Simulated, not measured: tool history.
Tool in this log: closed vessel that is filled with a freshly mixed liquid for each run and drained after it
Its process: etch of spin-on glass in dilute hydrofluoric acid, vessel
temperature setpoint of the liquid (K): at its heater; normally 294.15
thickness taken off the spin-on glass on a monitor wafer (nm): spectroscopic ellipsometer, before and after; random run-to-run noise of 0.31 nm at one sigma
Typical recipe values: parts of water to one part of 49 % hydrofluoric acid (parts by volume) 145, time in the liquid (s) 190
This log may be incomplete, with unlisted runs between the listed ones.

run    hour  temperature setpoint of the liquid (K)  parts of water to one part of 49 % hydrofluoric acid (parts by volume)  time in the liquid (s)  read-back film thickness of the spin-on glass reference wafer, read on the same gauge (nm)  thickness taken off the spin-on glass on a monitor wafer (nm)
  1       0                                  294.15                                                                     145                     190                                                                                          50                                                           37.5
      109.9  -- gauge calibrated
  2   288.3                                  294.15                                                                     145                     190                                                                                          50                                                          39.65
  3   395.2                                  294.15                                                                     145                     190                                                                                          50                                                          39.31
  4     488                                  294.15                                                                     145                     190                                                                                       50.01                                                          40.19
  5   536.3                                  294.15                                                                     145                     190                                                                                       50.01                                                          40.16
  6     587                                  294.15                                                                     120                     190                                                                                       50.03                                                          49.96
  7   630.9                                  294.15                                                                     120                     190                                                                                          50                                                          50.97
  8   719.8                                  294.15                                                                     120                     190                                                                                       49.99                                                          50.19
  9   794.9                                  294.15                                                                     145                     240                                                                                       49.97                                                          52.24
 10   927.5                                  294.15                                                                     145                     240                                                                                          50                                                          52.24
 11  1248.6                                  294.15                                                                     145                     240                                                                                       49.99                                                          53.79
 12  1348.7                                  294.15                                                                     145                     125                                                                                       50.01                                                          28.47
 13  1437.8                                  294.15                                                                     145                     125                                                                                       49.99                                                          28.78
 14  1507.5                                  294.15                                                                     145                     125                                                                                          50                                                          29.17
 15  1585.7                                  297.65                                                                     180                     275                                                                                       49.98                                                          57.97
     1591.1  -- thermometer replaced
 16    1691                                  296.15                                                                     170                     135                                                                                       50.01                                                          26.37
     1725.1  -- hydrofluoric acid flow meter replaced
 17  1789.2                                  294.15                                                                      75                     190                                                                                          50                                                          78.72
 18  2099.1                                  294.15                                                                     145                     125                                                                                       50.02                                                          25.13
 19  2189.8                                  294.15                                                                     145                     300                                                                                       50.03                                                          60.81
 20  2258.7                                  294.15                                                                     205                     190                                                                                       49.99                                                          26.11
     2284.9  -- gauge calibrated
 21  2302.8                                  294.15                                                                     145                     190                                                                                       49.99                                                          39.66
 22  2375.3                                  294.15                                                                     145                     190                                                                                       50.01                                                             39
 23  2415.2                                  294.15                                                                     105                     285                                                                                       50.01                                                          84.36
 24  2494.7                                  297.15                                                                     195                     105                                                                                       50.01                                                          17.42
 25    2531                                  294.15                                                                     145                     190                                                                                       50.01                                                          39.73
 26  2575.2                                  294.15                                                                     145                     145                                                                                          50                                                          30.69
 27  2629.2                                  297.15                                                                     125                     140                                                                                       50.02                                                          39.05
 28  2729.7                                  294.15                                                                     145                     235                                                                                       49.98                                                          49.47
 29  2802.5                                  290.15                                                                      90                     260                                                                                          50                                                           80.3
 30  2854.4                                  294.15                                                                     145                     190                                                                                       49.99                                                           40.8
 31  2892.2                                  294.15                                                                     175                     190                                                                                          50                                                           33.1
 32    2996                                  294.15                                                                     110                     190                                                                                       49.98                                                          56.81
 33  3060.3                                  290.15                                                                     145                     190                                                                                          50                                                          35.85
 34  3136.3                                  294.15                                                                     145                     130                                                                                       49.99                                                          28.82

Some steps in thickness taken off the spin-on glass on a monitor wafer (nm) between neighbouring runs. How much of each would the tool show without its hidden state too (settings, what came in, random variation), and how much is left for the hidden state, with any gauge scatter that isn't in both results?
The tool's hidden condition here consists of: liquid hotter than its thermometer reads (K); hydrofluoric acid flow above the setpoint (%); gauge reads high (%).
Run 14 -> 15: temperature setpoint of the liquid (K) 294.15 -> 297.65, parts of water to one part of 49 % hydrofluoric acid (parts by volume) 145 -> 180, time in the liquid (s) 125 -> 275. thickness taken off the spin-on glass on a monitor wafer (nm) +28.8: hidden state +5.63, all else +23.17.
Run 15 -> 16: temperature setpoint of the liquid (K) 297.65 -> 296.15, parts of water to one part of 49 % hydrofluoric acid (parts by volume) 180 -> 170, time in the liquid (s) 275 -> 135, thermometer replaced. thickness taken off the spin-on glass on a monitor wafer (nm) -31.6: hidden state -7.69, all else -23.91.
Run 16 -> 17: temperature setpoint of the liquid (K) 296.15 -> 294.15, parts of water to one part of 49 % hydrofluoric acid (parts by volume) 170 -> 75, time in the liquid (s) 135 -> 190, hydrofluoric acid flow meter replaced. thickness taken off the spin-on glass on a monitor wafer (nm) +52.35: hidden state -1.14, all else +53.49.
Run 17 -> 18: parts of water to one part of 49 % hydrofluoric acid (parts by volume) 75 -> 145, time in the liquid (s) 190 -> 125. thickness taken off the spin-on glass on a monitor wafer (nm) -53.59: hidden state -0.76, all else -52.83.
Run 23 -> 24: temperature setpoint of the liquid (K) 294.15 -> 297.15, parts of water to one part of 49 % hydrofluoric acid (parts by volume) 105 -> 195, time in the liquid (s) 285 -> 105. thickness taken off the spin-on glass on a monitor wafer (nm) -66.94: hidden state -5.7, all else -61.24.

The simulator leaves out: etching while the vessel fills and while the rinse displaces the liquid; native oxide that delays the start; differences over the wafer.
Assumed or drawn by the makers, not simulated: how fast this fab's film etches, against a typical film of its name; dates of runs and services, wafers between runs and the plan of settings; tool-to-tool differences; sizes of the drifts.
